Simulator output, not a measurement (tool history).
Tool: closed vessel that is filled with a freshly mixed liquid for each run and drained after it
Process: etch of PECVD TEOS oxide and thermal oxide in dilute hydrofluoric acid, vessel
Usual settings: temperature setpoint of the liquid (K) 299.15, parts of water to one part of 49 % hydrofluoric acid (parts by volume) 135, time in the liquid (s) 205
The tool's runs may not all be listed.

run,hour,temperature setpoint of the liquid (K),parts of water to one part of 49 % hydrofluoric acid (parts by volume),time in the liquid (s),"read-back film thickness of the PECVD TEOS oxide reference wafer, read on the same gauge (nm)","read-back film thickness of the thermal oxide reference wafer, read on the same gauge (nm)",thickness taken off the PECVD TEOS oxide on a monitor wafer (angstrom),thickness taken off the thermal oxide on a monitor wafer (angstrom)
1,0,299.15,135,165,39.26,68.71,112.8,53.9
2,27.4,299.15,135,165,39.2,68.59,114.1,54
3,54.6,299.15,135,205,39.16,68.51,142.1,65.5
4,75.1,299.15,135,205,39.09,68.42,140,67
5,100.4,299.15,105,205,39.03,68.28,184.9,87.3
6,123.9,299.15,105,205,38.98,68.19,184.5,88.8
# hour 133.6: thermometer replaced
7,155.2,299.15,105,205,38.92,68.05,186.1,88
8,230.6,299.15,135,205,38.64,67.64,139,66.2
9,244.2,299.15,135,205,38.62,67.56,138.6,66.3
10,272.4,299.15,135,205,38.52,67.42,138.2,65.1
11,295.6,299.15,190,205,38.44,67.27,92.9,42.8
# hour 341.6: hydrofluoric acid flow meter replaced
12,360.2,299.15,135,205,38.21,66.86,138,65.1
# hour 364.5: gauge calibrated
13,382.7,295.65,135,205,39.93,69.84,127,58.8
14,407.8,300.65,165,240,39.9,69.84,139.3,66
15,420.8,299.15,90,205,39.91,69.81,228.6,107.9
16,450,296.15,190,130,39.9,69.8,54.1,25.8
17,469.9,299.15,80,205,39.91,69.82,256.6,121.3
18,493.3,300.65,175,155,39.87,69.8,85.2,40
19,511.8,299.15,155,310,39.88,69.77,183.8,87.9
20,539.5,297.65,135,205,39.84,69.75,135.7,63.3
21,572,299.15,155,310,39.83,69.72,184.6,88.2
22,597.3,303.65,135,305,39.81,69.68,250.5,116.9
23,617.9,294.65,165,305,39.8,69.63,142.6,66.9
24,635.5,296.15,195,315,39.75,69.63,126.7,59.4
25,658.5,299.15,100,105,39.76,69.59,103.8,49.2

Forecast each of these 5 alternatives for the next run:
A,659.2,299.15,135,255,?,?,?,?
B,659.2,303.65,135,165,?,?,?,?
C,659.2,294.15,65,295,?,?,?,?
D,659.2,303.15,195,330,?,?,?,?
E,659.2,296.15,105,320,?,?,?,?

run,"read-back film thickness of the PECVD TEOS oxide reference wafer, read on the same gauge (nm)","read-back film thickness of the thermal oxide reference wafer, read on the same gauge (nm)",thickness taken off the PECVD TEOS oxide on a monitor wafer (angstrom),thickness taken off the thermal oxide on a monitor wafer (angstrom)
A,39.76,69.58,177.3,85
B,39.76,69.58,135.6,65
C,39.76,69.58,380.2,182.3
D,39.76,69.58,170.7,81.8
E,39.76,69.58,264,126.6
Without the tool's hidden state the same runs would have given:
run,thickness taken off the PECVD TEOS oxide on a monitor wafer (angstrom),thickness taken off the thermal oxide on a monitor wafer (angstrom)
A,178.5,85.6
B,136.4,65.4
C,382.6,183.4
D,171.7,82.3
E,265.7,127.4
